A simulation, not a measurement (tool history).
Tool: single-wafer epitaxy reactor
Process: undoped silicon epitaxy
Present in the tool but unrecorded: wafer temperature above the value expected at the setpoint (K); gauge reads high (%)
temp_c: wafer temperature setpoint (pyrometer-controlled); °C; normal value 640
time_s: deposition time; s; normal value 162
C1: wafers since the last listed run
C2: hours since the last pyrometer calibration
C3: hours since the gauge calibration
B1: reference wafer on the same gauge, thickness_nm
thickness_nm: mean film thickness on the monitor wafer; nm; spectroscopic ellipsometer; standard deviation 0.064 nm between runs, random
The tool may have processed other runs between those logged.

{"run": 1, "day": 0.0, "temp_c": 636, "time_s": 162, "C1": 0, "C2": 1871.1, "C3": 7.2, "B1": 25.381, "thickness_nm": 21.066}
{"run": 2, "day": 1.325, "temp_c": 636, "time_s": 162, "C1": 173, "C2": 1902.9, "C3": 39.0, "B1": 25.407, "thickness_nm": 21.286}
{"run": 3, "day": 3.242, "temp_c": 636, "time_s": 162, "C1": 250, "C2": 1948.9, "C3": 85.0, "B1": 25.401, "thickness_nm": 21.236}
{"run": 4, "day": 4.45, "temp_c": 640, "time_s": 162, "C1": 157, "C2": 1977.9, "C3": 114.0, "B1": 25.366, "thickness_nm": 23.48}
{"run": 5, "day": 7.229, "temp_c": 640, "time_s": 162, "C1": 363, "C2": 2044.6, "C3": 180.7, "B1": 25.392, "thickness_nm": 23.506}
{"run": 6, "day": 9.1, "temp_c": 640, "time_s": 162, "C1": 244, "C2": 2089.5, "C3": 225.6, "B1": 25.397, "thickness_nm": 23.465}
{"run": 7, "day": 10.846, "temp_c": 640, "time_s": 162, "C1": 228, "C2": 2131.4, "C3": 267.5, "B1": 25.389, "thickness_nm": 23.482}
{"run": 8, "day": 13.642, "temp_c": 640, "time_s": 170, "C1": 365, "C2": 2198.5, "C3": 334.6, "B1": 25.409, "thickness_nm": 24.733}
{"day": 18.454, "done": "pyrometer calibrated"}
{"run": 9, "day": 22.596, "temp_c": 640, "time_s": 170, "C1": 1127, "C2": 99.4, "C3": 549.5, "B1": 25.427, "thickness_nm": 23.168}
{"run": 10, "day": 24.129, "temp_c": 652, "time_s": 144, "C1": 200, "C2": 136.2, "C3": 586.3, "B1": 25.38, "thickness_nm": 26.553}
{"run": 11, "day": 25.846, "temp_c": 652, "time_s": 144, "C1": 224, "C2": 177.4, "C3": 627.5, "B1": 25.395, "thickness_nm": 26.432}
{"run": 12, "day": 27.562, "temp_c": 640, "time_s": 162, "C1": 224, "C2": 218.6, "C3": 668.7, "B1": 25.399, "thickness_nm": 22.195}
{"run": 13, "day": 30.496, "temp_c": 653, "time_s": 171, "C1": 383, "C2": 289.0, "C3": 739.1, "B1": 25.383, "thickness_nm": 32.582}
{"run": 14, "day": 33.188, "temp_c": 634, "time_s": 131, "C1": 351, "C2": 353.6, "C3": 803.7, "B1": 25.399, "thickness_nm": 15.421}
{"run": 15, "day": 34.833, "temp_c": 640, "time_s": 162, "C1": 215, "C2": 393.1, "C3": 843.2, "B1": 25.426, "thickness_nm": 22.353}
{"run": 16, "day": 36.583, "temp_c": 648, "time_s": 144, "C1": 228, "C2": 435.1, "C3": 885.2, "B1": 25.374, "thickness_nm": 24.186}
{"day": 39.788, "done": "gauge calibrated"}
{"run": 17, "day": 39.883, "temp_c": 632, "time_s": 136, "C1": 431, "C2": 514.3, "C3": 2.3, "B1": 25.396, "thickness_nm": 15.241}
{"run": 18, "day": 42.692, "temp_c": 626, "time_s": 143, "C1": 367, "C2": 581.7, "C3": 69.7, "B1": 25.418, "thickness_nm": 13.79}
{"run": 19, "day": 45.429, "temp_c": 632, "time_s": 175, "C1": 357, "C2": 647.4, "C3": 135.4, "B1": 25.403, "thickness_nm": 19.675}
{"run": 20, "day": 47.567, "temp_c": 640, "time_s": 162, "C1": 279, "C2": 698.7, "C3": 186.7, "B1": 25.404, "thickness_nm": 22.438}
{"run": 21, "day": 49.596, "temp_c": 646, "time_s": 141, "C1": 265, "C2": 747.4, "C3": 235.4, "B1": 25.413, "thickness_nm": 22.728}
{"run": 22, "day": 51.25, "temp_c": 645, "time_s": 183, "C1": 216, "C2": 787.1, "C3": 275.1, "B1": 25.426, "thickness_nm": 28.895}
{"run": 23, "day": 53.133, "temp_c": 640, "time_s": 130, "C1": 246, "C2": 832.3, "C3": 320.3, "B1": 25.384, "thickness_nm": 18.141}
{"run": 24, "day": 54.233, "temp_c": 640, "time_s": 162, "C1": 143, "C2": 858.7, "C3": 346.7, "B1": 25.401, "thickness_nm": 22.454}

Forecast each of these 4 alternatives for the next run:
{"run": "A", "day": 54.25, "temp_c": 640, "time_s": 187, "C1": 2, "C2": 859.1, "C3": 347.1, "B1": "?", "thickness_nm": "?"}
{"run": "B", "day": 54.25, "temp_c": 630, "time_s": 162, "C1": 2, "C2": 859.1, "C3": 347.1, "B1": "?", "thickness_nm": "?"}
{"run": "C", "day": 54.25, "temp_c": 652, "time_s": 162, "C1": 2, "C2": 859.1, "C3": 347.1, "B1": "?", "thickness_nm": "?"}
{"run": "D", "day": 54.25, "temp_c": 625, "time_s": 139, "C1": 2, "C2": 859.1, "C3": 347.1, "B1": "?", "thickness_nm": "?"}

run=A B1=25.391 thickness_nm=25.985
run=B B1=25.391 thickness_nm=17.419
run=C B1=25.391 thickness_nm=30.368
run=D B1=25.391 thickness_nm=13.115
With no hidden state in the tool, these same runs would have given:
run=A thickness_nm=25.352
run=B thickness_nm=16.984
run=C thickness_nm=29.650
run=D thickness_nm=12.784

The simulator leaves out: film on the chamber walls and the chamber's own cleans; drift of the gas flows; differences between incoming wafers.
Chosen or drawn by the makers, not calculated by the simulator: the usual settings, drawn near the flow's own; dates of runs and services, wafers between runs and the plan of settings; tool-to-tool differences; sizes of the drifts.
